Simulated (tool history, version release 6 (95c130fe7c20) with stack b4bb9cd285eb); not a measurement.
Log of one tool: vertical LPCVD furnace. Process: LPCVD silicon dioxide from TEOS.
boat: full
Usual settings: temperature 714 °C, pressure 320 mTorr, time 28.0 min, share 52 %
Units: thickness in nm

run,day,temperature,pressure,time,share,wafers since the last listed run,hours since the last temperature calibration,hours since the pressure gauge was zeroed,hours since the TEOS flow controller was replaced,hours since the gauge calibration,"read-back reference wafer on the same gauge, thickness",thickness
1,0.000,714,320,28.0,52,0,4759.2,1209.9,2389.0,52.3,275.95,243.63
2,1.017,714,320,28.0,52,240,4783.6,1234.3,2413.4,76.7,276.21,244.19
3,3.992,714,320,28.0,52,704,4855.0,1305.7,2484.8,148.1,275.90,244.23
4,6.879,714,295,28.0,52,683,4924.3,1375.0,2554.1,217.4,276.02,234.15
5,8.562,714,320,28.0,52,398,4964.7,1415.4,2594.5,257.8,275.83,242.87
6,10.871,714,320,28.0,52,546,5020.1,1470.8,2649.9,313.2,275.67,241.46
7,12.150,714,320,36.5,52,302,5050.8,1501.5,2680.6,343.9,276.20,317.13
8,13.233,714,320,36.5,52,256,5076.8,1527.5,2706.6,369.9,276.20,317.64
9,14.929,714,320,23.0,52,401,5117.5,1568.2,2747.3,410.6,275.71,200.55
10,17.267,714,320,23.0,52,553,5173.6,1624.3,2803.4,466.7,276.07,199.37
11,19.400,714,320,28.0,52,504,5224.8,1675.5,2854.6,517.9,276.13,242.21
12,22.396,714,320,28.0,52,708,5296.7,1747.4,2926.5,589.8,275.91,243.54
# day 23.996: TEOS flow controller replaced
# day 24.571: thermocouples replaced and temperature profile calibrated
13,24.942,717,320,35.0,52,229,8.9,1808.5,22.7,650.9,275.81,324.60
# day 27.721: pressure gauge zeroed
14,27.742,714,355,25.0,52,425,76.1,0.5,89.9,718.1,276.02,232.53
# day 28.104: gauge calibrated
15,29.362,714,320,17.5,52,383,115.0,39.4,128.8,30.2,276.18,155.53
16,31.404,714,320,28.0,52,483,164.0,88.4,177.8,79.2,276.10,247.11
17,32.950,719,350,28.0,52,365,201.1,125.5,214.9,116.3,275.62,290.83
18,35.112,714,320,28.0,52,511,253.0,177.4,266.8,168.2,275.69,246.88
19,42.429,707,265,28.0,52,1731,428.6,353.0,442.4,343.8,275.93,191.63
20,45.212,710,375,20.5,59,658,495.4,419.8,509.2,410.6,275.91,190.64

Forecast each of these 5 alternatives for the next run:
A,45.417,711,320,28.0,52,48,500.3,424.7,514.1,415.5,?,?
B,45.417,708,390,19.5,62,48,500.3,424.7,514.1,415.5,?,?
C,45.417,711,300,28.0,52,48,500.3,424.7,514.1,415.5,?,?
D,45.417,725,320,28.0,59,48,500.3,424.7,514.1,415.5,?,?
E,45.417,714,320,23.0,58,48,500.3,424.7,514.1,415.5,?,?

run,"read-back reference wafer on the same gauge, thickness",thickness
A,275.84,230.38
B,275.84,181.10
C,275.84,222.84
D,275.84,335.84
E,275.84,213.92
Without the tool's hidden state the same runs would have given:
run,thickness
A,233.78
B,183.28
C,226.35
D,340.80
E,217.08
